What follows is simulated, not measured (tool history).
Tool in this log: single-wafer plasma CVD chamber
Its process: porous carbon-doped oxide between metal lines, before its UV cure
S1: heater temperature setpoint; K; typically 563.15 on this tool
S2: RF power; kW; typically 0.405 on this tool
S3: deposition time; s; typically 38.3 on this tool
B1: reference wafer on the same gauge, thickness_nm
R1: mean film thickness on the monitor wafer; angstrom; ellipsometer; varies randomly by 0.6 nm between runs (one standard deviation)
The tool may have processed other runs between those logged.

run,hour,S1,S2,S3,B1,R1
1,0,559.15,0.405,41.8,175.973,2041.11
2,95.7,559.15,0.405,41.8,176.139,2025.01
3,199.5,551.15,0.405,38.3,175.813,1946.25
4,283.8,556.15,0.405,38.3,176.082,1878.55
5,363,563.15,0.405,38.3,176.188,1799.24
6,442.8,563.15,0.405,38.3,175.706,1813.68
7,535.1,563.15,0.405,38.3,175.785,1801.39
8,604.3,563.15,0.405,38.3,176.085,1791.58
9,657.2,563.15,0.405,38.3,175.964,1805.11
10,737.7,563.15,0.405,43.6,176.237,2057.12
# hour 752: RF generator calibrated
11,817.5,563.15,0.405,43.6,176.252,2074.28
12,871.6,563.15,0.405,43.6,175.775,2082.88
# hour 877.4: gauge calibrated
13,977.8,563.15,0.405,38.3,175.975,1821.44
14,1018.3,569.15,0.455,32.3,176.102,1615.72
15,1112.2,563.15,0.405,38.3,175.659,1814.42
16,1153.1,572.15,0.405,38.3,176.115,1717.75
17,1245.6,558.15,0.355,32.9,175.809,1465.72
# hour 1278.6: thermocouple changed; heater temperature recalibrated
18,1336.4,563.15,0.405,38.3,175.966,1861.72
19,1402.5,572.15,0.455,38.3,175.953,1900.82

Run 20 is up next; what results do you expect?
20,1447.8,572.15,0.34,44.7,?,?

Run 20 produced B1 175.959, R1 1829.65 angstrom.
Were there no unlogged condition in the tool, this run, its random variation unchanged, would have produced R1 1906.05 angstrom.
